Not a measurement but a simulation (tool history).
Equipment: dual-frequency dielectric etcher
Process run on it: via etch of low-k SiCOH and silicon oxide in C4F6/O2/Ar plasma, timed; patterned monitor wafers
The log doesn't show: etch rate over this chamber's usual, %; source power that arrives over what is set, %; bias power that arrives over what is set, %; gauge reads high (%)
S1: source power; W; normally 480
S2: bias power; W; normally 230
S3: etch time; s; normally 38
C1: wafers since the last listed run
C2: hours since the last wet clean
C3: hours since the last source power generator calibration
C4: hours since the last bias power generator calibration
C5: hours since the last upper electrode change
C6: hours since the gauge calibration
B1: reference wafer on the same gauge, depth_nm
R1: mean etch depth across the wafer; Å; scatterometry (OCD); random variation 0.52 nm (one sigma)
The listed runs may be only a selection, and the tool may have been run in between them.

| run | day | S1 | S2 | S3 | C1 | C2 | C3 | C4 | C5 | C6 | B1 | R1 |
|---|---|---|---|---|---|---|---|---|---|---|---|---|
| 1 | 0 | 480 | 230 | 41 | 0 | 347.6 | 2562.6 | 3963.8 | 1323.7 | 495.8 | 129.9 | 1193 |
|  | 0.575 | gauge calibrated |
| 2 | 2.571 | 480 | 230 | 38 | 604 | 409.3 | 2624.3 | 4025.5 | 1385.4 | 47.9 | 130 | 1105 |
| 3 | 5.017 | 480 | 230 | 38 | 575 | 468 | 2683 | 4084.2 | 1444.1 | 106.6 | 130 | 1105 |
| 4 | 7.2 | 570 | 198 | 38 | 513 | 520.4 | 2735.4 | 4136.6 | 1496.5 | 159 | 129.9 | 1084 |
|  | 11.15 | wet clean of the chamber |
| 5 | 11.171 | 570 | 198 | 38 | 698 | 0.5 | 2830.7 | 4231.9 | 1591.8 | 254.3 | 130 | 1108 |
| 6 | 13.812 | 480 | 230 | 38 | 621 | 63.9 | 2894.1 | 4295.3 | 1655.2 | 317.7 | 130.1 | 1130 |
| 7 | 15.362 | 480 | 230 | 38 | 364 | 101.1 | 2931.3 | 4332.5 | 1692.4 | 354.9 | 130.1 | 1115 |
| 8 | 17.896 | 480 | 230 | 38 | 595 | 161.9 | 2992.1 | 4393.3 | 1753.2 | 415.7 | 130.1 | 1109 |
|  | 18.45 | bias power generator calibrated |
| 9 | 19.992 | 480 | 204 | 38 | 453 | 212.2 | 3042.4 | 37 | 1803.5 | 466 | 130 | 1049 |
| 10 | 21.075 | 580 | 285 | 41.5 | 254 | 238.2 | 3068.4 | 63 | 1829.5 | 492 | 130 | 1438 |
| 11 | 23.646 | 410 | 271 | 35 | 604 | 299.9 | 3130.1 | 124.7 | 1891.2 | 553.7 | 129.9 | 1044 |
|  | 23.838 | source power generator calibrated |
|  | 25.096 | gauge calibrated |
|  | 25.121 | upper electrode replaced |
| 12 | 25.621 | 370 | 210 | 29 | 190 | 347.3 | 42.8 | 172.1 | 12 | 12.6 | 130 | 731 |
| 13 | 27.775 | 420 | 175 | 33.5 | 506 | 399 | 94.5 | 223.8 | 63.7 | 64.3 | 129.9 | 805 |
| 14 | 30.333 | 410 | 271 | 35 | 601 | 460.4 | 155.9 | 285.2 | 125.1 | 125.7 | 130 | 1032 |
| 15 | 32.446 | 400 | 230 | 44.5 | 496 | 511.1 | 206.6 | 335.9 | 175.8 | 176.4 | 130.1 | 1194 |

Alternative continuations, all from the tool just after run 15; predict every row:
| A | 32.462 | 480 | 259 | 38 | 3 | 511.5 | 207 | 336.3 | 176.2 | 176.8 | ? | ? |
| B | 32.462 | 480 | 287 | 38 | 3 | 511.5 | 207 | 336.3 | 176.2 | 176.8 | ? | ? |
| C | 32.462 | 420 | 230 | 38 | 3 | 511.5 | 207 | 336.3 | 176.2 | 176.8 | ? | ? |
| D | 32.462 | 480 | 182 | 38 | 3 | 511.5 | 207 | 336.3 | 176.2 | 176.8 | ? | ? |
| E | 32.462 | 480 | 230 | 48.5 | 3 | 511.5 | 207 | 336.3 | 176.2 | 176.8 | ? | ? |

| run | B1 | R1 |
|---|---|---|
| A | 130 | 1159 |
| B | 130 | 1217 |
| C | 130 | 1042 |
| D | 130 | 974 |
| E | 130 | 1397 |
With no hidden state in the tool, these same runs would have given:
| run | R1 |
|---|---|
| A | 1190 |
| B | 1249 |
| C | 1069 |
| D | 1000 |
| E | 1434 |
